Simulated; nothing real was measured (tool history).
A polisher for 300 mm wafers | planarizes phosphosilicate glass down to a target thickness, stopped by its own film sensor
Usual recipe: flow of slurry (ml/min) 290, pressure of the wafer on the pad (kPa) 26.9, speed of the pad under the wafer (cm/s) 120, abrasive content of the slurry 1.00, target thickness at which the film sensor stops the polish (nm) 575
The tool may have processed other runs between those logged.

| run | hour | flow of slurry (ml/min) | pressure of the wafer on the pad (kPa) | speed of the pad under the wafer (cm/s) | abrasive content of the slurry | target thickness at which the film sensor stops the polish (nm) | wafers since the last listed run | wafers polished on this pad | hours since the slurry nozzle was cleaned | hours since the head pressure was calibrated | hours since the slurry blender was calibrated | hours since the conditioning disc was replaced | incoming thickness of the incoming film, nm | time until the film sensor stopped the polish (s) |
|---|---|---|---|---|---|---|---|---|---|---|---|---|---|---|
| 1 | 0.0 | 330 | 26.9 | 120 | 1.00 | 575 | 0 | 497 | 469.1 | 166.7 | 207.5 | 193.7 | 1237.7 | 67.1 |
|  | 13.7 | slurry nozzle cleaned |
| 2 | 18.9 | 290 | 26.9 | 120 | 1.00 | 575 | 136 | 634 | 5.2 | 185.6 | 226.4 | 212.6 | 1236.0 | 69.3 |
|  | 30.2 | slurry blender recalibrated |
| 3 | 41.9 | 290 | 26.9 | 120 | 1.00 | 575 | 160 | 794 | 28.2 | 208.6 | 11.7 | 235.6 | 1269.6 | 72.8 |
|  | 52.6 | conditioning disc replaced and pad reconditioned |
| 4 | 76.1 | 290 | 26.9 | 120 | 0.80 | 575 | 245 | 1040 | 62.4 | 242.8 | 45.9 | 23.5 | 1234.9 | 78.6 |
| 5 | 91.2 | 290 | 26.9 | 120 | 0.80 | 575 | 115 | 1155 | 77.5 | 257.9 | 61.0 | 38.6 | 1268.5 | 82.6 |
|  | 108.3 | worn pad replaced by a new one |
| 6 | 113.6 | 290 | 26.9 | 120 | 0.80 | 575 | 140 | 40 | 99.9 | 280.3 | 83.4 | 61.0 | 1267.3 | 78.1 |
| 7 | 146.7 | 290 | 26.9 | 120 | 1.00 | 575 | 252 | 293 | 133.0 | 313.4 | 116.5 | 94.1 | 1241.9 | 66.4 |
| 8 | 180.8 | 290 | 26.9 | 120 | 1.00 | 575 | 260 | 553 | 167.1 | 347.5 | 150.6 | 128.2 | 1254.3 | 68.7 |
| 9 | 201.9 | 290 | 26.9 | 120 | 1.00 | 575 | 161 | 714 | 188.2 | 368.6 | 171.7 | 149.3 | 1258.3 | 72.8 |
| 10 | 229.2 | 290 | 26.9 | 120 | 1.00 | 575 | 208 | 923 | 215.5 | 395.9 | 199.0 | 176.6 | 1246.0 | 71.1 |
|  | 260.8 | slurry blender recalibrated |
| 11 | 269.4 | 290 | 26.9 | 120 | 1.10 | 575 | 291 | 1215 | 255.7 | 436.1 | 8.6 | 216.8 | 1268.8 | 67.9 |
|  | 284.4 | conditioning disc replaced and pad reconditioned |
|  | 307.0 | worn pad replaced by a new one |
|  | 331.8 | head pressure recalibrated |
| 12 | 361.3 | 290 | 26.9 | 154 | 1.00 | 452 | 640 | 399 | 347.6 | 29.5 | 100.5 | 76.9 | 1242.6 | 69.1 |
| 13 | 384.4 | 290 | 26.9 | 120 | 1.00 | 575 | 176 | 576 | 370.7 | 52.6 | 123.6 | 100.0 | 1233.8 | 71.8 |
| 14 | 401.9 | 290 | 26.9 | 120 | 1.00 | 681 | 133 | 710 | 388.2 | 70.1 | 141.1 | 117.5 | 1254.2 | 61.9 |
|  | 429.1 | slurry nozzle cleaned |
| 15 | 436.3 | 290 | 36.5 | 154 | 1.20 | 575 | 255 | 965 | 7.2 | 104.5 | 175.5 | 151.9 | 1254.0 | 42.6 |
| 16 | 468.6 | 290 | 26.9 | 120 | 1.00 | 575 | 246 | 1211 | 39.5 | 136.8 | 207.8 | 184.2 | 1253.9 | 72.7 |
| 17 | 483.5 | 230 | 26.9 | 120 | 1.00 | 749 | 113 | 1325 | 54.4 | 151.7 | 222.7 | 199.1 | 1259.3 | 55.8 |
|  | 497.4 | conditioning disc replaced and pad reconditioned |
| 18 | 500.3 | 315 | 26.9 | 108 | 0.90 | 635 | 113 | 1438 | 71.2 | 168.5 | 239.5 | 2.9 | 1228.4 | 72.5 |
|  | 505.3 | worn pad replaced by a new one |
|  | 519.7 | slurry blender recalibrated |
| 19 | 523.0 | 335 | 31.7 | 120 | 1.00 | 575 | 127 | 119 | 93.9 | 191.2 | 3.3 | 25.6 | 1251.8 | 57.4 |
| 20 | 557.6 | 290 | 26.9 | 120 | 1.00 | 575 | 264 | 384 | 128.5 | 225.8 | 37.9 | 60.2 | 1252.1 | 69.5 |
| 21 | 587.4 | 380 | 26.9 | 104 | 1.00 | 575 | 227 | 611 | 158.3 | 255.6 | 67.7 | 90.0 | 1255.5 | 76.1 |
| 22 | 621.6 | 290 | 18.6 | 84 | 1.00 | 514 | 261 | 873 | 192.5 | 289.8 | 101.9 | 124.2 | 1265.3 | 140.6 |
| 23 | 644.7 | 235 | 31.7 | 138 | 1.15 | 575 | 176 | 1049 | 215.6 | 312.9 | 125.0 | 147.3 | 1244.2 | 52.6 |
| 24 | 659.4 | 290 | 26.9 | 92 | 1.00 | 575 | 112 | 1161 | 230.3 | 327.6 | 139.7 | 162.0 | 1255.5 | 87.4 |
|  | 670.4 | worn pad replaced by a new one |
|  | 709.8 | conditioning disc replaced and pad reconditioned |
| 25 | 721.0 | 360 | 22.1 | 82 | 1.00 | 390 | 424 | 371 | 291.9 | 389.2 | 201.3 | 11.2 | 1267.1 | 131.0 |

Below are 4 alternative next runs, each starting from the tool's condition after run 25. Predict each:
| A | 721.4 | 290 | 26.9 | 130 | 1.00 | 575 | 3 | 374 | 292.3 | 389.6 | 201.7 | 11.6 | 1249.5 | ? |
| B | 721.4 | 290 | 26.9 | 120 | 1.00 | 645 | 3 | 374 | 292.3 | 389.6 | 201.7 | 11.6 | 1249.5 | ? |
| C | 721.4 | 340 | 26.9 | 120 | 1.15 | 575 | 3 | 374 | 292.3 | 389.6 | 201.7 | 11.6 | 1249.5 | ? |
| D | 721.4 | 290 | 26.9 | 146 | 1.20 | 575 | 3 | 374 | 292.3 | 389.6 | 201.7 | 11.6 | 1249.5 | ? |

| run | time until the film sensor stopped the polish (s) |
|---|---|
| A | 63.0 |
| B | 60.1 |
| C | 61.5 |
| D | 52.5 |
Without the tool's hidden state the same runs would have given:
| run | time until the film sensor stopped the polish (s) |
|---|---|
| A | 61.8 |
| B | 59.0 |
| C | 60.3 |
| D | 51.5 |
